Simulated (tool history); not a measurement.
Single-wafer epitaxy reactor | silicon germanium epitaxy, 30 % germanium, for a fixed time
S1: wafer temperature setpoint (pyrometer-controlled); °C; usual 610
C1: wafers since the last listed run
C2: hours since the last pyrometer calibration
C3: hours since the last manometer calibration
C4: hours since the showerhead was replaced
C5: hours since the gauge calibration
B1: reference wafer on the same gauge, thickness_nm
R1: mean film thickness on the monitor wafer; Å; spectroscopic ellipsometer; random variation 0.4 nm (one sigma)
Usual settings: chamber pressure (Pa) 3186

{"run": 1, "day": 0.0, "S1": 616, "chamber pressure (Pa)": 3386, "C1": 0, "C2": 2652.2, "C3": 1303.5, "C4": 7187.2, "C5": 684.3, "B1": 64.761, "R1": 863.5}
{"run": 2, "day": 1.383, "S1": 610, "chamber pressure (Pa)": 3186, "C1": 602, "C2": 2685.4, "C3": 1336.7, "C4": 7220.4, "C5": 717.5, "B1": 64.686, "R1": 744.28}
{"run": 3, "day": 2.767, "S1": 610, "chamber pressure (Pa)": 3186, "C1": 602, "C2": 2718.6, "C3": 1369.9, "C4": 7253.6, "C5": 750.7, "B1": 64.808, "R1": 743.56}
{"run": 4, "day": 3.621, "S1": 610, "chamber pressure (Pa)": 3186, "C1": 371, "C2": 2739.1, "C3": 1390.4, "C4": 7274.1, "C5": 771.2, "B1": 64.639, "R1": 751.04}
{"run": 5, "day": 4.879, "S1": 614, "chamber pressure (Pa)": 3186, "C1": 547, "C2": 2769.3, "C3": 1420.6, "C4": 7304.3, "C5": 801.4, "B1": 64.759, "R1": 797.94}
{"run": 6, "day": 6.454, "S1": 614, "chamber pressure (Pa)": 3186, "C1": 685, "C2": 2807.1, "C3": 1458.4, "C4": 7342.1, "C5": 839.2, "B1": 64.592, "R1": 800.87}
{"run": 7, "day": 7.346, "S1": 614, "chamber pressure (Pa)": 3186, "C1": 388, "C2": 2828.5, "C3": 1479.8, "C4": 7363.5, "C5": 860.6, "B1": 64.818, "R1": 798.62}
{"run": 8, "day": 8.383, "S1": 610, "chamber pressure (Pa)": 3186, "C1": 451, "C2": 2853.4, "C3": 1504.7, "C4": 7388.4, "C5": 885.5, "B1": 64.591, "R1": 747.04}
{"run": 9, "day": 9.371, "S1": 610, "chamber pressure (Pa)": 3186, "C1": 429, "C2": 2877.1, "C3": 1528.4, "C4": 7412.1, "C5": 909.2, "B1": 64.76, "R1": 746.82}
{"day": 9.958, "done": "pyrometer calibrated"}
{"day": 10.062, "done": "gauge calibrated"}
{"run": 10, "day": 10.838, "S1": 610, "chamber pressure (Pa)": 3186, "C1": 493, "C2": 21.1, "C3": 1563.6, "C4": 7447.3, "C5": 18.6, "B1": 64.714, "R1": 740.91}
{"run": 11, "day": 11.975, "S1": 602, "chamber pressure (Pa)": 3186, "C1": 495, "C2": 48.4, "C3": 1590.9, "C4": 7474.6, "C5": 45.9, "B1": 64.688, "R1": 643.51}
{"run": 12, "day": 13.05, "S1": 602, "chamber pressure (Pa)": 3186, "C1": 468, "C2": 74.2, "C3": 1616.7, "C4": 7500.4, "C5": 71.7, "B1": 64.708, "R1": 651.18}
{"day": 13.942, "done": "showerhead replaced"}
{"run": 13, "day": 14.35, "S1": 618, "chamber pressure (Pa)": 3186, "C1": 420, "C2": 105.4, "C3": 1647.9, "C4": 9.8, "C5": 102.9, "B1": 64.643, "R1": 869.88}
{"run": 14, "day": 15.367, "S1": 610, "chamber pressure (Pa)": 3186, "C1": 442, "C2": 129.8, "C3": 1672.3, "C4": 34.2, "C5": 127.3, "B1": 64.763, "R1": 752.23}
{"day": 16.9, "done": "capacitance manometer re-zeroed and calibrated"}
{"run": 15, "day": 17.062, "S1": 598, "chamber pressure (Pa)": 3413, "C1": 593, "C2": 170.5, "C3": 3.9, "C4": 74.9, "C5": 168.0, "B1": 64.545, "R1": 595.71}
{"run": 16, "day": 17.842, "S1": 614, "chamber pressure (Pa)": 3906, "C1": 339, "C2": 189.2, "C3": 22.6, "C4": 93.6, "C5": 186.7, "B1": 64.771, "R1": 871.67}
{"run": 17, "day": 21.308, "S1": 604, "chamber pressure (Pa)": 2640, "C1": 1509, "C2": 272.4, "C3": 105.8, "C4": 176.8, "C5": 269.9, "B1": 64.712, "R1": 579.1}
{"run": 18, "day": 22.079, "S1": 610, "chamber pressure (Pa)": 2720, "C1": 335, "C2": 290.9, "C3": 124.3, "C4": 195.3, "C5": 288.4, "B1": 64.675, "R1": 659.59}
{"run": 19, "day": 22.954, "S1": 610, "chamber pressure (Pa)": 3186, "C1": 381, "C2": 311.9, "C3": 145.3, "C4": 216.3, "C5": 309.4, "B1": 64.699, "R1": 723.77}
{"run": 20, "day": 24.392, "S1": 596, "chamber pressure (Pa)": 3186, "C1": 625, "C2": 346.4, "C3": 179.8, "C4": 250.8, "C5": 343.9, "B1": 64.565, "R1": 564.7}
{"run": 21, "day": 25.867, "S1": 599, "chamber pressure (Pa)": 3853, "C1": 642, "C2": 381.8, "C3": 215.2, "C4": 286.2, "C5": 379.3, "B1": 64.634, "R1": 662.29}
{"run": 22, "day": 26.779, "S1": 610, "chamber pressure (Pa)": 3186, "C1": 397, "C2": 403.7, "C3": 237.1, "C4": 308.1, "C5": 401.2, "B1": 64.65, "R1": 717.85}
{"run": 23, "day": 27.354, "S1": 610, "chamber pressure (Pa)": 3186, "C1": 250, "C2": 417.5, "C3": 250.9, "C4": 321.9, "C5": 415.0, "B1": 64.629, "R1": 721.8}
{"run": 24, "day": 28.842, "S1": 619, "chamber pressure (Pa)": 3186, "C1": 647, "C2": 453.2, "C3": 286.6, "C4": 357.6, "C5": 450.7, "B1": 64.801, "R1": 853.7}
{"run": 25, "day": 29.979, "S1": 604, "chamber pressure (Pa)": 2853, "C1": 495, "C2": 480.5, "C3": 313.9, "C4": 384.9, "C5": 478.0, "B1": 64.658, "R1": 608.33}
{"run": 26, "day": 32.488, "S1": 605, "chamber pressure (Pa)": 3613, "C1": 1092, "C2": 540.7, "C3": 374.1, "C4": 445.1, "C5": 538.2, "B1": 64.665, "R1": 709.4}
{"run": 27, "day": 33.175, "S1": 610, "chamber pressure (Pa)": 3186, "C1": 299, "C2": 557.2, "C3": 390.6, "C4": 461.6, "C5": 554.7, "B1": 64.674, "R1": 732.47}
{"run": 28, "day": 33.962, "S1": 610, "chamber pressure (Pa)": 3186, "C1": 342, "C2": 576.1, "C3": 409.5, "C4": 480.5, "C5": 573.6, "B1": 64.789, "R1": 717.69}
{"run": 29, "day": 34.738, "S1": 617, "chamber pressure (Pa)": 3666, "C1": 337, "C2": 594.7, "C3": 428.1, "C4": 499.1, "C5": 592.2, "B1": 64.456, "R1": 882.27}
{"run": 30, "day": 35.388, "S1": 620, "chamber pressure (Pa)": 3880, "C1": 283, "C2": 610.3, "C3": 443.7, "C4": 514.7, "C5": 607.8, "B1": 64.589, "R1": 959.52}
{"run": 31, "day": 36.025, "S1": 598, "chamber pressure (Pa)": 3653, "C1": 277, "C2": 625.6, "C3": 459.0, "C4": 530.0, "C5": 623.1, "B1": 64.672, "R1": 631.26}
{"run": 32, "day": 36.538, "S1": 610, "chamber pressure (Pa)": 3186, "C1": 223, "C2": 637.9, "C3": 471.3, "C4": 542.3, "C5": 635.4, "B1": 64.792, "R1": 731.47}
{"run": 33, "day": 37.829, "S1": 619, "chamber pressure (Pa)": 3826, "C1": 562, "C2": 668.9, "C3": 502.3, "C4": 573.3, "C5": 666.4, "B1": 64.84, "R1": 949.06}
{"run": 34, "day": 39.029, "S1": 603, "chamber pressure (Pa)": 2666, "C1": 522, "C2": 697.7, "C3": 531.1, "C4": 602.1, "C5": 695.2, "B1": 64.662, "R1": 573.83}

Forecast each of these 5 alternatives for the next run:
{"run": "A", "day": 39.046, "S1": 598, "chamber pressure (Pa)": 3186, "C1": 7, "C2": 698.1, "C3": 531.5, "C4": 602.5, "C5": 695.6, "B1": "?", "R1": "?"}
{"run": "B", "day": 39.046, "S1": 602, "chamber pressure (Pa)": 3786, "C1": 7, "C2": 698.1, "C3": 531.5, "C4": 602.5, "C5": 695.6, "B1": "?", "R1": "?"}
{"run": "C", "day": 39.046, "S1": 603, "chamber pressure (Pa)": 2800, "C1": 7, "C2": 698.1, "C3": 531.5, "C4": 602.5, "C5": 695.6, "B1": "?", "R1": "?"}
{"run": "D", "day": 39.046, "S1": 623, "chamber pressure (Pa)": 3973, "C1": 7, "C2": 698.1, "C3": 531.5, "C4": 602.5, "C5": 695.6, "B1": "?", "R1": "?"}
{"run": "E", "day": 39.046, "S1": 606, "chamber pressure (Pa)": 3733, "C1": 7, "C2": 698.1, "C3": 531.5, "C4": 602.5, "C5": 695.6, "B1": "?", "R1": "?"}

run=A B1=64.756 R1=592.69
run=B B1=64.756 R1=700.18
run=C B1=64.756 R1=603.47
run=D B1=64.756 R1=1045.36
run=E B1=64.756 R1=747.59
Without the tool's hidden state the same runs would have given:
run=A R1=584.24
run=B R1=690.20
run=C R1=594.87
run=D R1=1030.47
run=E R1=736.94

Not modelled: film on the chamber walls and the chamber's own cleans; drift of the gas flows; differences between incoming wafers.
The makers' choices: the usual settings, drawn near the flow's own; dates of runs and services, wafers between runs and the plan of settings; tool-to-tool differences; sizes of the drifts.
